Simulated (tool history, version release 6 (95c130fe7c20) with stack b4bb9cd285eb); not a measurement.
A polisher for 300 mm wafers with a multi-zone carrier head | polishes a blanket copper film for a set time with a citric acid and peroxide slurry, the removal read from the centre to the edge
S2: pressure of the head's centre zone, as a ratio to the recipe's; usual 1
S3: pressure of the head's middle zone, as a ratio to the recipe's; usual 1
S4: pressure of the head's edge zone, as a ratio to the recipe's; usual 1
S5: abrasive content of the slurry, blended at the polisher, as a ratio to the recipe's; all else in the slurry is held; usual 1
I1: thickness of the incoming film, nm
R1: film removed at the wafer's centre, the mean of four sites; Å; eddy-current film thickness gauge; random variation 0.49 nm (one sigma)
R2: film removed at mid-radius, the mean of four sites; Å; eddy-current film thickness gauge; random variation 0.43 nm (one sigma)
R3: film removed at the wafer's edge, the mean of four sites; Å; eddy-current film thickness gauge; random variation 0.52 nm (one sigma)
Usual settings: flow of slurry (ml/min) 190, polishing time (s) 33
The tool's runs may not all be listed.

run 1 hour=0 | flow_of_slurry_(ml/min)=145 S2=1.05 S3=1 S4=1 S5=1 polishing_time_(s)=33 | I1=1156.9 | R1=467 R2=462 R3=490
run 2 hour=17 | flow_of_slurry_(ml/min)=145 S2=1.05 S3=1 S4=1 S5=1 polishing_time_(s)=33 | I1=1150.1 | R1=468 R2=459 R3=467
-- hour=25.6 worn pad replaced by a new one
run 3 hour=31.4 | flow_of_slurry_(ml/min)=145 S2=1.05 S3=1 S4=1 S5=1 polishing_time_(s)=33 | I1=1150.7 | R1=475 R2=462 R3=480
run 4 hour=38.7 | flow_of_slurry_(ml/min)=190 S2=0.92 S3=1 S4=1 S5=1 polishing_time_(s)=33 | I1=1137.1 | R1=446 R2=487 R3=492
run 5 hour=47.1 | flow_of_slurry_(ml/min)=190 S2=0.92 S3=1 S4=1 S5=1 polishing_time_(s)=33 | I1=1139.9 | R1=448 R2=476 R3=501
run 6 hour=58.5 | flow_of_slurry_(ml/min)=190 S2=0.92 S3=1 S4=1 S5=1 polishing_time_(s)=33 | I1=1163.2 | R1=450 R2=488 R3=483
run 7 hour=68.5 | flow_of_slurry_(ml/min)=190 S2=1 S3=1 S4=1 S5=1 polishing_time_(s)=33 | I1=1138 | R1=475 R2=485 R3=489
run 8 hour=84.2 | flow_of_slurry_(ml/min)=190 S2=1 S3=1 S4=1 S5=1 polishing_time_(s)=33 | I1=1133.2 | R1=472 R2=484 R3=499
-- hour=92.3 edge zone pressure recalibrated
run 9 hour=102.1 | flow_of_slurry_(ml/min)=190 S2=1 S3=1 S4=1 S5=1 polishing_time_(s)=33 | I1=1151.2 | R1=482 R2=485 R3=484
run 10 hour=113.7 | flow_of_slurry_(ml/min)=190 S2=1 S3=1.06 S4=1 S5=1 polishing_time_(s)=33 | I1=1154.9 | R1=472 R2=520 R3=491
-- hour=129.6 worn pad replaced by a new one
run 11 hour=130.1 | flow_of_slurry_(ml/min)=190 S2=1 S3=0.93 S4=1 S5=0.7 polishing_time_(s)=22 | I1=1156.2 | R1=286 R2=276 R3=304
run 12 hour=140.8 | flow_of_slurry_(ml/min)=160 S2=1 S3=1 S4=1 S5=1.25 polishing_time_(s)=33 | I1=1158.1 | R1=485 R2=499 R3=514
-- hour=146.1 slurry nozzle cleaned
-- hour=152.9 centre zone pressure recalibrated
-- hour=153.6 carrier head's membrane replaced by a new one
run 13 hour=156.9 | flow_of_slurry_(ml/min)=190 S2=1 S3=1 S4=1 S5=1 polishing_time_(s)=33 | I1=1156.8 | R1=451 R2=459 R3=476
run 14 hour=163.6 | flow_of_slurry_(ml/min)=190 S2=1 S3=1 S4=1 S5=1 polishing_time_(s)=33 | I1=1153.6 | R1=441 R2=459 R3=465
run 15 hour=181.3 | flow_of_slurry_(ml/min)=255 S2=1 S3=1.05 S4=1 S5=0.8 polishing_time_(s)=38 | I1=1152 | R1=509 R2=545 R3=524
-- hour=189.7 slurry nozzle cleaned, repeated, since the last time left the tool worse
run 16 hour=193.2 | flow_of_slurry_(ml/min)=255 S2=1 S3=1.05 S4=1 S5=0.8 polishing_time_(s)=38 | I1=1146.8 | R1=560 R2=591 R3=566
run 17 hour=205.3 | flow_of_slurry_(ml/min)=190 S2=1 S3=1 S4=1.08 S5=1 polishing_time_(s)=33 | I1=1162.3 | R1=500 R2=503 R3=526
run 18 hour=226 | flow_of_slurry_(ml/min)=125 S2=1 S3=1 S4=1.06 S5=0.7 polishing_time_(s)=33 | I1=1149.3 | R1=423 R2=430 R3=457

5 ways to go on from here, each from the tool as it stands after run 18. What would each give?
run A hour=226.4 | flow_of_slurry_(ml/min)=210 S2=1 S3=1 S4=1 S5=1 polishing_time_(s)=33 | I1=1146.5 | R1=? R2=? R3=?
run B hour=226.4 | flow_of_slurry_(ml/min)=250 S2=1 S3=1 S4=1 S5=1 polishing_time_(s)=33 | I1=1146.5 | R1=? R2=? R3=?
run C hour=226.4 | flow_of_slurry_(ml/min)=140 S2=1 S3=1 S4=1 S5=1 polishing_time_(s)=33 | I1=1146.5 | R1=? R2=? R3=?
run D hour=226.4 | flow_of_slurry_(ml/min)=190 S2=1 S3=1 S4=1 S5=1 polishing_time_(s)=43 | I1=1146.5 | R1=? R2=? R3=?
run E hour=226.4 | flow_of_slurry_(ml/min)=140 S2=0.95 S3=1 S4=1 S5=1 polishing_time_(s)=33 | I1=1146.5 | R1=? R2=? R3=?

run=A R1=509 R2=508 R3=510
run=B R1=520 R2=519 R3=518
run=C R1=477 R2=480 R3=489
run=D R1=653 R2=654 R3=658
run=E R1=457 R2=480 R3=489
Without the tool's hidden state the same runs would have given:
run=A R1=513 R2=512 R3=513
run=B R1=524 R2=522 R3=520
run=C R1=483 R2=485 R3=493
run=D R1=659 R2=659 R3=662
run=E R1=463 R2=485 R3=493
